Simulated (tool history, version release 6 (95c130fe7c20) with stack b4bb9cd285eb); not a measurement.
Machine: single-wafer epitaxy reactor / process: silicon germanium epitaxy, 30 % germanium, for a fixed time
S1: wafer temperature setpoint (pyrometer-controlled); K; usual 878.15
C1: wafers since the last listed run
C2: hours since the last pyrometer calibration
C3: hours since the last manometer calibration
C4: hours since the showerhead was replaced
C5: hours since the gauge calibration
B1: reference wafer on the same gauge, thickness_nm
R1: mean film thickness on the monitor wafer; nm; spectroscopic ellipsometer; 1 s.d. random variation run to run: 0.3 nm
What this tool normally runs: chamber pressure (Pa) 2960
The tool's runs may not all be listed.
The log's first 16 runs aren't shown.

{"hour": 1223.6, "done": "pyrometer calibrated"}
{"run": 17, "hour": 1275.2, "S1": 878.15, "chamber pressure (Pa)": 2960, "C1": 1235, "C2": 51.6, "C3": 1374.7, "C4": 3934.1, "C5": 4027.0, "B1": 71.46, "R1": 71.765}
{"run": 18, "hour": 1361.8, "S1": 870.15, "chamber pressure (Pa)": 2960, "C1": 1526, "C2": 138.2, "C3": 1461.3, "C4": 4020.7, "C5": 4113.6, "B1": 71.469, "R1": 63.381}
{"hour": 1400.8, "done": "capacitance manometer re-zeroed and calibrated"}
{"run": 19, "hour": 1434.8, "S1": 878.15, "chamber pressure (Pa)": 2960, "C1": 1145, "C2": 211.2, "C3": 34.0, "C4": 4093.7, "C5": 4186.6, "B1": 71.48, "R1": 71.93}
{"run": 20, "hour": 1480.1, "S1": 864.15, "chamber pressure (Pa)": 3440, "C1": 798, "C2": 256.5, "C3": 79.3, "C4": 4139.0, "C5": 4231.9, "B1": 71.561, "R1": 61.399}
{"hour": 1545.4, "done": "gauge calibrated"}
{"run": 21, "hour": 1557.3, "S1": 889.15, "chamber pressure (Pa)": 2506, "C1": 1360, "C2": 333.7, "C3": 156.5, "C4": 4216.2, "C5": 11.9, "B1": 71.388, "R1": 78.956}
{"run": 22, "hour": 1625.1, "S1": 878.15, "chamber pressure (Pa)": 2960, "C1": 1195, "C2": 401.5, "C3": 224.3, "C4": 4284.0, "C5": 79.7, "B1": 71.302, "R1": 71.764}
{"run": 23, "hour": 1687.8, "S1": 885.15, "chamber pressure (Pa)": 2960, "C1": 1105, "C2": 464.2, "C3": 287.0, "C4": 4346.7, "C5": 142.4, "B1": 71.54, "R1": 80.538}
{"run": 24, "hour": 1740.8, "S1": 878.15, "chamber pressure (Pa)": 2253, "C1": 934, "C2": 517.2, "C3": 340.0, "C4": 4399.7, "C5": 195.4, "B1": 71.355, "R1": 63.121}
{"run": 25, "hour": 1833.5, "S1": 867.15, "chamber pressure (Pa)": 2320, "C1": 1634, "C2": 609.9, "C3": 432.7, "C4": 4492.4, "C5": 288.1, "B1": 71.211, "R1": 53.526}
{"hour": 1869.1, "done": "showerhead replaced"}
{"run": 26, "hour": 1879.1, "S1": 878.15, "chamber pressure (Pa)": 2960, "C1": 662, "C2": 655.5, "C3": 478.3, "C4": 10.0, "C5": 333.7, "B1": 71.383, "R1": 71.672}
{"run": 27, "hour": 1975.3, "S1": 882.15, "chamber pressure (Pa)": 2960, "C1": 1695, "C2": 751.7, "C3": 574.5, "C4": 106.2, "C5": 429.9, "B1": 71.439, "R1": 76.868}
{"run": 28, "hour": 2021.3, "S1": 882.15, "chamber pressure (Pa)": 2960, "C1": 810, "C2": 797.7, "C3": 620.5, "C4": 152.2, "C5": 475.9, "B1": 71.327, "R1": 77.503}
{"run": 29, "hour": 2082.1, "S1": 878.15, "chamber pressure (Pa)": 3146, "C1": 1071, "C2": 858.5, "C3": 681.3, "C4": 213.0, "C5": 536.7, "B1": 71.383, "R1": 73.735}
{"run": 30, "hour": 2143.1, "S1": 884.15, "chamber pressure (Pa)": 3466, "C1": 1075, "C2": 919.5, "C3": 742.3, "C4": 274.0, "C5": 597.7, "B1": 71.396, "R1": 85.138}
{"run": 31, "hour": 2240.4, "S1": 878.15, "chamber pressure (Pa)": 2960, "C1": 1715, "C2": 1016.8, "C3": 839.6, "C4": 371.3, "C5": 695.0, "B1": 71.405, "R1": 72.797}
{"run": 32, "hour": 2292.1, "S1": 891.15, "chamber pressure (Pa)": 2666, "C1": 911, "C2": 1068.5, "C3": 891.3, "C4": 423.0, "C5": 746.7, "B1": 71.371, "R1": 84.473}
{"run": 33, "hour": 2387.8, "S1": 878.15, "chamber pressure (Pa)": 2960, "C1": 1687, "C2": 1164.2, "C3": 987.0, "C4": 518.7, "C5": 842.4, "B1": 71.527, "R1": 72.065}
{"run": 34, "hour": 2455.6, "S1": 868.15, "chamber pressure (Pa)": 3626, "C1": 1195, "C2": 1232.0, "C3": 1054.8, "C4": 586.5, "C5": 910.2, "B1": 71.545, "R1": 68.08}
{"run": 35, "hour": 2494.1, "S1": 878.15, "chamber pressure (Pa)": 2960, "C1": 678, "C2": 1270.5, "C3": 1093.3, "C4": 625.0, "C5": 948.7, "B1": 71.389, "R1": 72.52}
{"hour": 2583.7, "done": "capacitance manometer re-zeroed and calibrated"}
{"run": 36, "hour": 2584.2, "S1": 883.15, "chamber pressure (Pa)": 2960, "C1": 1447, "C2": 1360.6, "C3": 0.5, "C4": 715.1, "C5": 1038.8, "B1": 71.49, "R1": 78.828}

Consider 3 possible next runs. They are alternatives, not a sequence: every one starts from the tool as it was left by run 36. What does each give?
{"run": "A", "hour": 2584.6, "S1": 878.15, "chamber pressure (Pa)": 3240, "C1": 7, "C2": 1361.0, "C3": 0.9, "C4": 715.5, "C5": 1039.2, "B1": "?", "R1": "?"}
{"run": "B", "hour": 2584.6, "S1": 878.15, "chamber pressure (Pa)": 2706, "C1": 7, "C2": 1361.0, "C3": 0.9, "C4": 715.5, "C5": 1039.2, "B1": "?", "R1": "?"}
{"run": "C", "hour": 2584.6, "S1": 892.15, "chamber pressure (Pa)": 3520, "C1": 7, "C2": 1361.0, "C3": 0.9, "C4": 715.5, "C5": 1039.2, "B1": "?", "R1": "?"}

run=A B1=71.432 R1=76.469
run=B B1=71.432 R1=70.211
run=C B1=71.432 R1=98.928
Take away the tool's hidden state, keep each run's random variation, and the runs would have read:
run=A R1=75.480
run=B R1=69.302
run=C R1=97.683

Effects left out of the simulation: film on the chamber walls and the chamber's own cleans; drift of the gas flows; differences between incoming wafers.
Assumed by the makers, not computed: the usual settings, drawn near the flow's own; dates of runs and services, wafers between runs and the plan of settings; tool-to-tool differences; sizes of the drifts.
